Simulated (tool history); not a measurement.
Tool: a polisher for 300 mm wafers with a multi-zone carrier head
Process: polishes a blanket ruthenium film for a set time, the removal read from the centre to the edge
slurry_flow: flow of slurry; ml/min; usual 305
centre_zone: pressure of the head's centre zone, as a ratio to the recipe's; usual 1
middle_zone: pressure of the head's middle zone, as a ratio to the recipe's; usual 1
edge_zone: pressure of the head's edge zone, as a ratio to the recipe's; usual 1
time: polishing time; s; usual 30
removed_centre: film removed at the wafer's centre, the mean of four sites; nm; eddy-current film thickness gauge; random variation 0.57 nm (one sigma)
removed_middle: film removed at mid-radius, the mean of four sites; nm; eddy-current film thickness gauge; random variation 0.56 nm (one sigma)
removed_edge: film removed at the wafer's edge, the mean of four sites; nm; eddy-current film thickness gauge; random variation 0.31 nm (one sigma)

run   hour  slurry_flow  centre_zone  middle_zone  edge_zone  time  incoming thickness of the incoming film, nm  removed_centre  removed_middle  removed_edge
  1      0          305            1            1          1    33                                        524.1            44.3            41.4          41.1
  2   11.1          305            1            1          1    30                                        534.5            42.4            37.8          37.3
  3   17.5          305            1         1.09          1    30                                        530.9            42.1            40.4          37.1
  4   33.8          305            1            1          1    39                                        532.3            54.2            51.1          48.3
  5   40.4          305          1.1            1       1.04    30                                        534.4            45.4            37.7          37.9
      54.1  -- worn pad replaced by a new one
  6   54.6          305            1            1          1    30                                        525.5            42.5            38.3          37.8
  7   62.2          305            1         1.11          1    30                                          528            41.6            41.2          37.4
  8   73.9          305            1            1          1    30                                        535.8            42.2            38.5          36.8
  9     85          305         0.95         1.07       1.07    20                                        529.2            27.2            27.2          25.8
 10   95.4          305            1            1          1    30                                          534            42.8            38.4          37.7
     107.1  -- centre zone pressure recalibrated
 11  107.6          335         1.12            1          1    39                                        526.3            55.7            49.7          49.1
 12  116.5          215            1            1          1    21                                        533.6            25.5            26.1          25.5
 13  127.2          255            1            1       1.11    30                                        524.7            37.5              37          38.2
     139.2  -- worn pad replaced by a new one, of another model than before
     164.3  -- slurry nozzle cleaned
 14  177.7          305            1            1       1.03    33                                        521.1            42.3              43          41.9
 15  185.2          230            1         0.89       1.12    26                                          530            31.5            28.3          31.9
     192.2  -- carrier head's membrane replaced by a new one
 16    198          305            1            1          1    30                                        540.1            38.8            38.8          37.1
 17  213.5          335            1         1.09          1    30                                        524.4            40.1            42.5          37.3
 18  227.1          255            1            1          1    35                                        528.8            45.1            43.2          42.3
 19  235.4          265            1            1          1    30                                        528.2            38.1            37.3          36.4
     251.1  -- worn pad replaced by a new one
 20  276.7          305         1.04            1       0.88    30                                        532.7            41.9            38.5          35.4
 21  287.9          305            1            1          1    30                                          530            40.7            37.5          37.4
 22  294.5          305            1            1          1    30                                        526.8            39.8            38.7          37.5

Forecast each of these 4 alternatives for the next run:
  A  294.9          305            1            1          1    35                                        527.9               ?               ?             ?
  B  294.9          350         0.96         0.94          1    25                                        527.9               ?               ?             ?
  C  294.9          335         1.04            1          1    34                                        527.9               ?               ?             ?
  D  294.9          305            1         1.05       0.89    30                                        527.9               ?               ?             ?

run  removed_centre  removed_middle  removed_edge
  A            46.9            44.8          43.7
  B            32.8              31          31.7
  C            48.1            44.1          42.8
  D            40.2              40          35.9
Without the tool's hidden state the same runs would have given:
run  removed_centre  removed_middle  removed_edge
  A            44.5            44.8          43.7
  B            31.1              31          31.7
  C            45.6            44.1          42.8
  D            38.1              40          35.9

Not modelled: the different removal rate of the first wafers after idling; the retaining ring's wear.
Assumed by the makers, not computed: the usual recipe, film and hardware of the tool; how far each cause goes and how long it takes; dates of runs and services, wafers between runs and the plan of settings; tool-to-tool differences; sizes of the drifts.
